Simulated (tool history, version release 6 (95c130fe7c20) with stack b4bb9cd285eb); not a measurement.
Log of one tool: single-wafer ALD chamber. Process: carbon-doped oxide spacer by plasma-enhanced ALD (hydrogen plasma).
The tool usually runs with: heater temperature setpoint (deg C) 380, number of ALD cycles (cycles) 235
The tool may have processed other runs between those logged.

run	hour	heater temperature setpoint (deg C)	number of ALD cycles (cycles)	read-back reference wafer on the same gauge, thickness_nm	mean film thickness on the monitor wafer (nm)
1	0	380	215	10.987	10.65
2	16.1	380	215	10.992	10.701
3	26.7	380	215	10.991	10.636
4	37.4	369	235	10.989	11.618
5	53.5	369	235	10.996	11.602
6	63.7	380	210	10.992	10.438
7	80.8	380	210	10.984	10.388
8	97.4	384	235	10.983	11.689
9	108.8	384	235	10.973	11.599
10	117.6	384	235	10.978	11.56
11	124.3	388	235	10.964	11.552
12	131.2	388	235	10.966	11.608
# hour 149: thermocouple changed; heater temperature recalibrated
13	149.5	388	235	10.95	11.644
14	161.5	380	235	10.951	11.599
15	171.4	380	235	10.945	11.598
16	187.5	380	235	10.94	11.534
17	194.5	389	259	10.939	12.713
18	202	380	235	10.922	11.558
19	215.1	380	235	10.923	11.542
20	224.7	373	266	10.918	13.074
21	233.8	380	271	10.909	13.342
22	246.2	387	259	10.897	12.697
23	252.6	387	259	10.891	12.72
24	265.7	380	214	10.884	10.489
25	282.3	380	235	10.868	11.473
# hour 292.2: gauge calibrated
26	299.3	393	235	11.022	11.665
27	306.3	389	216	11.021	10.74
28	320.9	374	235	11.018	11.66
29	332.3	380	217	11.014	10.792
30	347.9	373	194	11.013	9.654
31	364.8	380	251	11.015	12.415
32	379.9	395	235	11.002	11.652

Below, some changes in mean film thickness on the monitor wafer (nm) between adjacent runs. For each, the amount present without the hidden state too (settings, incoming material, random variation) and the amount remaining for the hidden state with gauge scatter not shared by both compared results:
The tool's hidden condition here consists of: wafer temperature above the value expected at the setpoint (K); gauge reads high (%).
Run 19 -> 20: heater temperature setpoint (deg C) 380 -> 373, number of ALD cycles (cycles) 235 -> 266. mean film thickness on the monitor wafer (nm) +1.532: hidden state -0.02, all else +1.552.
Run 23 -> 24: heater temperature setpoint (deg C) 387 -> 380, number of ALD cycles (cycles) 259 -> 214. mean film thickness on the monitor wafer (nm) -2.231: hidden state +0.012, all else -2.243.
Run 24 -> 25: number of ALD cycles (cycles) 214 -> 235. mean film thickness on the monitor wafer (nm) +0.984: hidden state -0.026, all else +1.01.
Run 25 -> 26: heater temperature setpoint (deg C) 380 -> 393, gauge calibrated. mean film thickness on the monitor wafer (nm) +0.192: hidden state +0.159, all else +0.033.
Run 30 -> 31: heater temperature setpoint (deg C) 373 -> 380, number of ALD cycles (cycles) 194 -> 251. mean film thickness on the monitor wafer (nm) +2.761: hidden state +0, all else +2.761.
